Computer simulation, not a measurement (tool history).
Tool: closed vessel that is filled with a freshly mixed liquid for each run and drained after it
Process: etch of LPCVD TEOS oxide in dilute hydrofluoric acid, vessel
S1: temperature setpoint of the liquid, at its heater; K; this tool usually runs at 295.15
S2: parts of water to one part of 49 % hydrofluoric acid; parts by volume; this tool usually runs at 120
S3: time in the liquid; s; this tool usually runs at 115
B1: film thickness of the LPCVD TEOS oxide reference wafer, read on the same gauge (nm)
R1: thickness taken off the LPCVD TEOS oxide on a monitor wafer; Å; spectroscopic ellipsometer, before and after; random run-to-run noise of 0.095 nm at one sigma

run      day      S1   S2   S3     B1     R1
  1    0.000  295.15  120  145  29.98  288.5
  2    1.688  295.15  120  145  29.95  287.8
  3    5.329  291.65  120  115  30.00  199.6
  4    6.962  291.65  120  115  30.00  200.1
  5   10.900  291.65  120  115  30.00  200.8
  6   14.225  295.15  120   70  29.99  140.4
      14.608  -- thermometer replaced
  7   17.546  295.15  120   70  29.99  138.7
  8   21.933  295.15  120   70  30.00  137.4
  9   25.879  293.65  120  115  30.00  214.7
 10   35.817  293.65  120  115  29.98  217.0
 11   37.992  293.65  120  115  30.00  218.9
 12   41.183  295.15   90   65  30.01  180.0
 13   44.279  295.15   90   65  29.97  180.9
 14   46.392  295.15   75  115  29.99  394.6
 15   50.346  292.15  120  180  30.02  322.1
      50.683  -- thermometer replaced
 16   52.017  295.15  120  160  30.02  318.4
 17   53.704  295.15  120  115  30.01  230.3
 18   56.979  290.15  135   70  30.01  100.0
 19   60.471  295.15  120  115  29.98  229.7
      61.283  -- hydrofluoric acid flow meter replaced
 20   64.929  295.15  120  115  29.99  226.6
 21   68.804  292.15  120  185  30.02  323.0
 22   70.800  295.15  120  160  30.01  316.2
 23   73.292  291.65  120   80  30.00  137.8
 24   75.625  297.65  120   95  29.98  207.5
 25   77.421  295.15  120  115  30.00  228.0
      78.208  -- gauge calibrated
 26   81.254  299.65  120  115  30.01  273.9
 27   85.217  292.15  120  115  30.02  203.6
 28   86.792  298.65   95  115  30.00  342.3
 29   88.688  295.15  120  115  29.98  231.0
 30   91.567  297.15  100   75  30.03  199.6
      91.946  -- thermometer replaced
 31   94.550  295.15   85  115  30.01  333.3
 32   96.583  298.15  120  115  30.00  256.6
 33   99.583  295.15  120   60  29.95  119.6
 34  103.929  297.65  165  115  29.98  172.8

Selected run-to-run steps in R1, each split into two signed amounts: the part the tool would show with no hidden state at all (from settings, incoming material and random variation), and the remainder, which goes to the hidden state together with any gauge scatter not common to the measured and the hidden-state-free results:
Hidden state at play: liquid hotter than its thermometer reads (K); hydrofluoric acid flow above the setpoint (%); gauge reads high (%).
Run 13 -> 14: S2 90 -> 75, S3 65 -> 115. R1 +213.7 Å: hidden state +8.1, all else +205.6.
Run 15 -> 16: S1 292.15 -> 295.15, S3 180 -> 160, thermometer replaced. R1 -3.7 Å: hidden state -6.6, all else +2.9.
Run 22 -> 23: S1 295.15 -> 291.65, S3 160 -> 80. R1 -178.4 Å: hidden state -2.6, all else -175.8.
Run 27 -> 28: S1 292.15 -> 298.65, S2 120 -> 95. R1 +138.7 Å: hidden state +4.2, all else +134.5.

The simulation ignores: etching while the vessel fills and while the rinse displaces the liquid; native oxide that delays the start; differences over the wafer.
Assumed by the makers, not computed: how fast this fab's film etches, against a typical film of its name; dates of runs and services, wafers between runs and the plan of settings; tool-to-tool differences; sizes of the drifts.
